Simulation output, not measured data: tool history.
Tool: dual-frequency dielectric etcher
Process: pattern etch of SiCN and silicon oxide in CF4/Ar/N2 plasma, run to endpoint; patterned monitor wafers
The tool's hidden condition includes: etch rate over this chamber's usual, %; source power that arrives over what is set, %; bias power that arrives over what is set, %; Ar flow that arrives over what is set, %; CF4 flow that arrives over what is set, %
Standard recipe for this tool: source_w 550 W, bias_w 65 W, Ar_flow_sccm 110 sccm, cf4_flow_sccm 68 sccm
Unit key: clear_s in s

run     day  source_w  bias_w  Ar_flow_sccm  cf4_flow_sccm  wafers since the last listed run  hours since the last wet clean  hours since the last source power generator calibration  hours since the last bias power generator calibration  hours since the last Ar flow controller change  hours since the last CF4 flow controller change  hours since the last upper electrode change  incoming incoming film thickness, nm  clear_s
  1   0.000       470      60           110             68                                 0                           265.9                                                   1445.1                                                    2.3                                          4686.1                                           2999.1                                       5235.0                                  9.93     11.4
  2   1.771       470      60           110             68                               913                           308.4                                                   1487.6                                                   44.8                                          4728.6                                           3041.6                                       5277.5                                  9.86     11.4
  3   3.375       470      60           110             68                               827                           346.9                                                   1526.1                                                   83.3                                          4767.1                                           3080.1                                       5316.0                                  9.92     11.5
  4   4.504       500      65           110             68                               582                           374.0                                                   1553.2                                                  110.4                                          4794.2                                           3107.2                                       5343.1                                  9.92     10.8
  5   6.154       500      65           110             68                               851                           413.6                                                   1592.8                                                  150.0                                          4833.8                                           3146.8                                       5382.7                                 10.02     10.8
      7.867  -- Ar flow controller replaced
      8.096  -- wet clean of the chamber
  6   8.633       500      65           110             68                              1032                            12.9                                                   1652.3                                                  209.5                                            18.4                                           3206.3                                       5442.2                                  9.86     10.7
  7  10.688       550      65           110             68                              1059                            62.2                                                   1701.6                                                  258.8                                            67.7                                           3255.6                                       5491.5                                  9.93     10.2
  8  11.792       550      65           110             60                               569                            88.7                                                   1728.1                                                  285.3                                            94.2                                           3282.1                                       5518.0                                  9.83     10.2
     12.888  -- source power generator calibrated
     14.421  -- upper electrode replaced
  9  18.721       600      52           110             73                              2972                           255.0                                                    140.0                                                  451.6                                           260.5                                           3448.4                                        103.2                                  9.81     10.0
 10  21.508       600      65           110             74                              1437                           321.9                                                    206.9                                                  518.5                                           327.4                                           3515.3                                        170.1                                  9.84      9.4
 11  23.917       440      75           120             73                              1242                           379.7                                                    264.7                                                  576.3                                           385.2                                           3573.1                                        227.9                                  9.81     11.2
     24.817  -- CF4 flow controller replaced
 12  26.121       500      76           110             68                              1007                           432.6                                                    317.6                                                  629.2                                           438.1                                             31.3                                        280.8                                  9.89     10.3
 13  29.042       500      65           110             68                              1506                           502.7                                                    387.7                                                  699.3                                           508.2                                            101.4                                        350.9                                  9.90     10.7
     30.192  -- wet clean of the chamber
 14  31.275       550      65           102             52                               636                            26.0                                                    441.3                                                  752.9                                           561.8                                            155.0                                        404.5                                  9.87     10.1
 15  34.267       550      80           110             68                              1543                            97.8                                                    513.1                                                  824.7                                           633.6                                            226.8                                        476.3                                  9.87      9.5
 16  36.488       550      54           110             77                              1145                           151.1                                                    566.4                                                  878.0                                           686.9                                            280.1                                        529.6                                  9.83     10.5
 17  38.825       550      65            88             68                              1205                           207.2                                                    622.5                                                  934.1                                           743.0                                            336.2                                        585.7                                  9.96      9.7
 18  41.538       550      58            92             68                              1399                           272.3                                                    687.6                                                  999.2                                           808.1                                            401.3                                        650.8                                  9.92     10.1
 19  43.546       600      52           110             73                              1035                           320.5                                                    735.8                                                 1047.4                                           856.3                                            449.5                                        699.0                                  9.87     10.1
 20  45.562       610      65           130             74                              1040                           368.9                                                    784.2                                                 1095.8                                           904.7                                            497.9                                        747.4                                  9.94      9.8
 21  46.592       550      65            99             68                               530                           393.6                                                    808.9                                                 1120.5                                           929.4                                            522.6                                        772.1                                  9.94      9.9
     48.317  -- wet clean of the chamber
 22  48.338       550      58            83             68                               384                             0.5                                                    850.8                                                 1162.4                                           971.3                                            564.5                                        814.0                                  9.86      9.8
 23  50.504       600      65           110             74                              1117                            52.5                                                    902.8                                                 1214.4                                          1023.3                                            616.5                                        866.0                                  9.86      9.4

Consider 5 possible next runs. They are alternatives, not a sequence: every one starts from the tool as it was left by run 23. What does each give?
  A  50.521       550      65           110             68                                 8                            52.9                                                    903.2                                                 1214.8                                          1023.7                                            616.9                                        866.4                                  9.89        ?
  B  50.521       630      73           110             68                                 8                            52.9                                                    903.2                                                 1214.8                                          1023.7                                            616.9                                        866.4                                  9.89        ?
  C  50.521       480      65            87             52                                 8                            52.9                                                    903.2                                                 1214.8                                          1023.7                                            616.9                                        866.4                                  9.89        ?
  D  50.521       550      80            94             68                                 8                            52.9                                                    903.2                                                 1214.8                                          1023.7                                            616.9                                        866.4                                  9.89        ?
  E  50.521       550      81           110             68                                 8                            52.9                                                    903.2                                                 1214.8                                          1023.7                                            616.9                                        866.4                                  9.89        ?

run  clear_s
  A     10.1
  B      8.9
  C     10.8
  D      9.2
  E      9.5
With no hidden state in the tool, these same runs would have given:
run  clear_s
  A     10.0
  B      8.8
  C     10.7
  D      9.1
  E      9.4
